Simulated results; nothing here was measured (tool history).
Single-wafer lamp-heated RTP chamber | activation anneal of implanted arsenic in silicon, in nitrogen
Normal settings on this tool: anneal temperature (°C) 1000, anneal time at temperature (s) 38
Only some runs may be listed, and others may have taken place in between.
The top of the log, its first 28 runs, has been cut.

run   hour  anneal temperature (°C)  anneal time at temperature (s)  read-back reference wafer on the same gauge, sheet resistance  sheet resistance of the implanted and annealed layer (ohm/square)
 29  432.0                      973                              55                                                         134.89                                                             135.95
 30  449.3                      972                              45                                                         134.95                                                             138.19
 31  465.8                     1000                              38                                                         135.02                                                             131.31
 32  472.0                     1022                              23                                                         134.95                                                             130.68
 33  486.3                      990                              54                                                         134.98                                                             128.73
 34  498.0                     1000                              46                                                         134.84                                                             128.35
 35  525.0                     1008                              52                                                         135.02                                                             125.46
 36  535.0                      973                              16                                                         134.93                                                             147.87
 37  543.1                     1000                              38                                                         134.98                                                             130.41

Each row is a separate what-if for the run after 37, all from the same tool condition, not one after another. Results?
  A  543.5                     1000                              59                                                              ?                                                                  ?
  B  543.5                     1000                              29                                                              ?                                                                  ?
  C  543.5                     1018                              38                                                              ?                                                                  ?
  D  543.5                      978                              25                                                              ?                                                                  ?

run  read-back reference wafer on the same gauge, sheet resistance  sheet resistance of the implanted and annealed layer (ohm/square)
  A                                                         134.80                                                             126.50
  B                                                         134.80                                                             133.89
  C                                                         134.80                                                             126.63
  D                                                         134.80                                                             142.16
With the hidden condition removed and each run's random variation left untouched, the same runs would have given:
run  sheet resistance of the implanted and annealed layer (ohm/square)
  A                                                             128.32
  B                                                             136.00
  C                                                             128.33
  D                                                             144.57
